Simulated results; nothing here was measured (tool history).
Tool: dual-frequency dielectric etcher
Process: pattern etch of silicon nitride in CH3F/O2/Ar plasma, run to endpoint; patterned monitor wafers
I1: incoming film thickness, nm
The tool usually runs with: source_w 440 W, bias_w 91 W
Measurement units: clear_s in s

Run 1, hour 0: usual settings but bias_w 104 W; I1 29.93. Result: clear_s 38 s.
Run 2, hour 102.2: usual settings but source_w 510 W, bias_w 105 W; I1 30.06. Result: clear_s 36.6 s.
At hour 165.5: wet clean of the chamber.
Run 3, hour 177.7: usual settings but source_w 510 W, bias_w 105 W; I1 30.15. Result: clear_s 37.3 s.
Run 4, hour 284: usual settings but source_w 510 W, bias_w 105 W; I1 29.92. Result: clear_s 37.2 s.
At hour 379.3: bias power generator calibrated.
Run 5, hour 380.8: usual settings; I1 29.9. Result: clear_s 39.3 s.
At hour 466.5: source power generator calibrated.
Run 6, hour 468.8: usual settings; I1 29.81. Result: clear_s 38.8 s.
Run 7, hour 575.7: usual settings; I1 29.82. Result: clear_s 38.7 s.
Run 8, hour 640.4: usual settings but source_w 350 W, bias_w 79 W; I1 29.63. Result: clear_s 41.4 s.
At hour 697.2: wet clean of the chamber.
Run 9, hour 712: usual settings but source_w 380 W, bias_w 74 W; I1 29.77. Result: clear_s 43.2 s.
Run 10, hour 786.3: usual settings but bias_w 104 W; I1 29.57. Result: clear_s 37.9 s.
At hour 836.3: upper electrode replaced.
Run 11, hour 855.2: usual settings but source_w 530 W, bias_w 82 W; I1 30.09. Result: clear_s 39.3 s.
Run 12, hour 929.6: usual settings but source_w 540 W, bias_w 68 W; I1 29.69. Result: clear_s 40 s.
Run 13, hour 1031.7: usual settings but bias_w 108 W; I1 30.05. Result: clear_s 37.7 s.
Run 14, hour 1072.9: usual settings; I1 30.01. Result: clear_s 39.2 s.

Here are 4 independent what-if runs from the current tool condition. What would each one return?
Run A, hour 1073.3: usual settings; I1 30.18. Result: clear_s ?.
Run B, hour 1073.3: usual settings but source_w 400 W; I1 30.18. Result: clear_s ?.
Run C, hour 1073.3: usual settings but bias_w 83 W; I1 30.18. Result: clear_s ?.
Run D, hour 1073.3: usual settings but source_w 390 W; I1 30.18. Result: clear_s ?.

run  clear_s
  A     39.5
  B     40.3
  C     40.3
  D     40.5
What these runs would have given with no unlogged condition in the tool:
run  clear_s
  A     40.4
  B     41.2
  C     41.3
  D     41.4
